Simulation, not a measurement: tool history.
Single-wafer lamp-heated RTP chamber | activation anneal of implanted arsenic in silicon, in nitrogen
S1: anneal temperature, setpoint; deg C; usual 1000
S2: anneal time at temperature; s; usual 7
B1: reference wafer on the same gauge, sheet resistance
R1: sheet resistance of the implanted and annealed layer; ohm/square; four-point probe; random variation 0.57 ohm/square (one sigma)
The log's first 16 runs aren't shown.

At day 10.942: pyrometer window cleaned and pyrometer calibrated.
Run 17, day 10.962: usual settings but S1 987 deg C, S2 10 s; B1 111.79. Result: R1 134.54 ohm/square.
Run 18, day 11.246: usual settings but S2 9 s; B1 111.89. Result: R1 127.77 ohm/square.
Run 19, day 11.938: usual settings but S1 1013 deg C, S2 6 s; B1 111.82. Result: R1 127.03 ohm/square.
Run 20, day 12.408: usual settings but S1 991 deg C; B1 111.96. Result: R1 135.21 ohm/square.
Run 21, day 14.008: usual settings; B1 111.72. Result: R1 128.18 ohm/square.
Run 22, day 14.696: usual settings but S1 1029 deg C; B1 111.86. Result: R1 113.71 ohm/square.
At day 15.071: reflector plate cleaned.
At day 15.171: gauge calibrated.
Run 23, day 15.258: usual settings but S2 8 s; B1 112.22. Result: R1 124.97 ohm/square.
Run 24, day 15.758: usual settings; B1 111.81. Result: R1 127.03 ohm/square.
At day 16.171: pyrometer window cleaned and pyrometer calibrated.
Run 25, day 16.192: usual settings but S1 977 deg C, S2 4 s; B1 112.17. Result: R1 148.58 ohm/square.
Run 26, day 16.579: usual settings but S1 1011 deg C, S2 5 s; B1 111.94. Result: R1 132.06 ohm/square.
Run 27, day 16.829: usual settings; B1 112.17. Result: R1 130.7 ohm/square.
Run 28, day 17.133: usual settings but S1 1010 deg C, S2 5 s; B1 111.82. Result: R1 130.3 ohm/square.
Run 29, day 18.204: usual settings but S1 990 deg C, S2 9 s; B1 112.02. Result: R1 129.82 ohm/square.
Run 30, day 18.838: usual settings but S1 1030 deg C, S2 5 s; B1 112.06. Result: R1 119.25 ohm/square.
Run 31, day 19.488: usual settings but S1 1018 deg C, S2 8 s; B1 112. Result: R1 116.27 ohm/square.
Run 32, day 19.938: usual settings but S1 979 deg C; B1 112.02. Result: R1 138.46 ohm/square.
Run 33, day 20.346: usual settings but S1 1012 deg C, S2 5 s; B1 111.9. Result: R1 126.18 ohm/square.
Run 34, day 20.983: usual settings but S1 1013 deg C; B1 111.83. Result: R1 120.69 ohm/square.
Run 35, day 21.371: usual settings but S1 1028 deg C, S2 10 s; B1 112.2. Result: R1 105.92 ohm/square.
At day 21.779: pyrometer window cleaned and pyrometer calibrated.
Run 36, day 22.025: usual settings but S1 1019 deg C, S2 5 s; B1 112.14. Result: R1 127.91 ohm/square.
Run 37, day 22.721: usual settings but S1 981 deg C, S2 6 s; B1 111.86. Result: R1 141.22 ohm/square.
Run 38, day 23.45: usual settings but S1 983 deg C; B1 112.03. Result: R1 138.24 ohm/square.

3 ways to go on from here, each from the tool as it stands after run 38. What would each give?
Run A, day 23.467: usual settings but S1 981 deg C; B1 ?. Result: R1 ?.
Run B, day 23.467: usual settings but S1 984 deg C, S2 6 s; B1 ?. Result: R1 ?.
Run C, day 23.467: usual settings but S1 1027 deg C; B1 ?. Result: R1 ?.

run      B1      R1
  A  111.88  138.88
  B  111.88  139.45
  C  111.88  115.33
Without the tool's hidden state the same runs would have given:
run      R1
  A  143.18
  B  143.58
  C  120.03

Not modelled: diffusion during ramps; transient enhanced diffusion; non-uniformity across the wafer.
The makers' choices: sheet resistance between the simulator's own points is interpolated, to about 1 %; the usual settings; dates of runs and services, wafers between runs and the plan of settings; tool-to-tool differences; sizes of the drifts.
